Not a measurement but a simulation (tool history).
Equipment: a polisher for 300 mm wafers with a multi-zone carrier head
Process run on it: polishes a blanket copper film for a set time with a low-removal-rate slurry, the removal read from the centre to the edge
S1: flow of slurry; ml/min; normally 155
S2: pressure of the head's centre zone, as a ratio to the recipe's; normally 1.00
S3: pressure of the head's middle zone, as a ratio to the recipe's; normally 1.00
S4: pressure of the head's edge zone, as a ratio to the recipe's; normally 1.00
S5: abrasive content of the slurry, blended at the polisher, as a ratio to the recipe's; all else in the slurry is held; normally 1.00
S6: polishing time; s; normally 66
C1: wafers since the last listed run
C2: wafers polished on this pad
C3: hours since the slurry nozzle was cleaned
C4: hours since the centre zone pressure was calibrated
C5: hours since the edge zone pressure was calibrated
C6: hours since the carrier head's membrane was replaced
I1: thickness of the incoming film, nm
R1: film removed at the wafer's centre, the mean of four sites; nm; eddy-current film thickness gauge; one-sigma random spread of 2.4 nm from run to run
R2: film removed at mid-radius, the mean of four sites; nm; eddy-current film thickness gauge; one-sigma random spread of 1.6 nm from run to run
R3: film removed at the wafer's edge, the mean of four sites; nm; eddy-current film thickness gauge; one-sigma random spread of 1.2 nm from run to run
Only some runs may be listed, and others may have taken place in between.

run     day   S1    S2    S3    S4    S5  S6   C1    C2     C3      C4     C5     C6     I1     R1     R2     R3
  1   0.000  155  1.00  0.94  1.00  1.00  66    0   228   59.9  1086.1  346.2  794.7  855.9  195.6  188.2  196.6
  2   0.762  155  1.00  1.00  1.00  1.00  66  235   463   78.2  1104.4  364.5  813.0  864.1  196.4  198.8  195.3
  3   1.450  155  1.00  1.00  1.00  1.00  66  212   675   94.7  1120.9  381.0  829.5  855.8  196.4  192.3  189.5
  4   2.925  155  1.00  1.00  1.00  1.00  66  454  1130  130.1  1156.3  416.4  864.9  843.6  185.8  185.0  185.3
      4.225  -- worn pad replaced by a new one
  5   4.246  155  1.00  1.00  1.00  1.00  66  355     6  161.8  1188.0  448.1  896.6  876.8  199.4  197.6  195.6
  6   4.938  155  1.00  1.00  1.06  1.00  66  213   220  178.4  1204.6  464.7  913.2  859.4  196.3  196.3  202.8
  7   5.850  155  1.00  1.00  1.06  1.00  66  281   501  200.3  1226.5  486.6  935.1  851.9  194.2  196.2  199.8
      6.450  -- edge zone pressure recalibrated
  8   6.471  155  1.00  1.00  1.06  1.00  66  165   667  215.2  1241.4    0.5  950.0  847.3  189.1  196.3  195.2
  9   7.175  155  1.00  1.00  1.00  1.00  88  217   884  232.1  1258.3   17.4  966.9  857.5  256.3  255.4  250.7
 10   7.958  155  1.00  1.00  1.00  1.00  66  241  1125  250.9  1277.1   36.2  985.7  855.4  179.5  184.4  182.3
      8.796  -- carrier head's membrane replaced by a new one
      9.000  -- slurry nozzle cleaned
 11   9.250  155  1.00  0.94  1.10  1.25  66  321  1447    6.0  1308.1   67.2   10.9  855.2  179.9  172.7  191.4
      9.604  -- worn pad replaced by a new one
 12  10.717  155  1.05  1.00  1.11  1.00  66  400   343   41.2  1343.3  102.4   46.1  875.3  196.5  194.0  197.8
     11.221  -- centre zone pressure recalibrated
 13  11.346  155  1.00  1.00  1.07  1.00  76  168   511   56.3     3.0  117.5   61.2  848.5  219.7  220.5  227.0
 14  12.775  155  1.00  1.00  1.00  1.00  66  440   952   90.6    37.3  151.8   95.5  861.4  182.0  184.0  182.0
 15  13.308  200  1.00  1.03  0.91  1.15  66  164  1116  103.4    50.1  164.6  108.3  867.0  187.7  197.9  182.5
     13.975  -- worn pad replaced by a new one
 16  14.533  155  1.00  1.00  0.93  1.10  66  326   172  132.8    79.5  194.0  137.7  872.6  202.2  202.2  193.7

Here are 5 independent what-if runs from the current tool condition. What would each one return?
  A  14.550  155  1.00  1.00  1.00  1.00  66   5  177  133.2  79.9  194.4  138.1  848.1   ?   ?   ?
  B  14.550  155  1.00  1.00  1.00  1.10  66   5  177  133.2  79.9  194.4  138.1  848.1   ?   ?   ?
  C  14.550  155  1.00  1.08  1.00  1.00  66   5  177  133.2  79.9  194.4  138.1  848.1   ?   ?   ?
  D  14.550  155  1.00  1.00  1.00  0.85  53   5  177  133.2  79.9  194.4  138.1  848.1   ?   ?   ?
  E  14.550  155  1.00  1.00  1.00  1.00  82   5  177  133.2  79.9  194.4  138.1  848.1   ?   ?   ?

run     R1     R2     R3
  A  196.9  198.1  196.1
  B  201.7  203.0  200.9
  C  197.0  211.5  195.9
  D  151.7  152.7  151.1
  E  244.7  246.2  243.6
With no hidden state in the tool, these same runs would have given:
run     R1     R2     R3
  A  200.2  201.5  199.4
  B  205.1  206.4  204.2
  C  200.3  215.1  199.2
  D  154.3  155.2  153.6
  E  248.8  250.3  247.7

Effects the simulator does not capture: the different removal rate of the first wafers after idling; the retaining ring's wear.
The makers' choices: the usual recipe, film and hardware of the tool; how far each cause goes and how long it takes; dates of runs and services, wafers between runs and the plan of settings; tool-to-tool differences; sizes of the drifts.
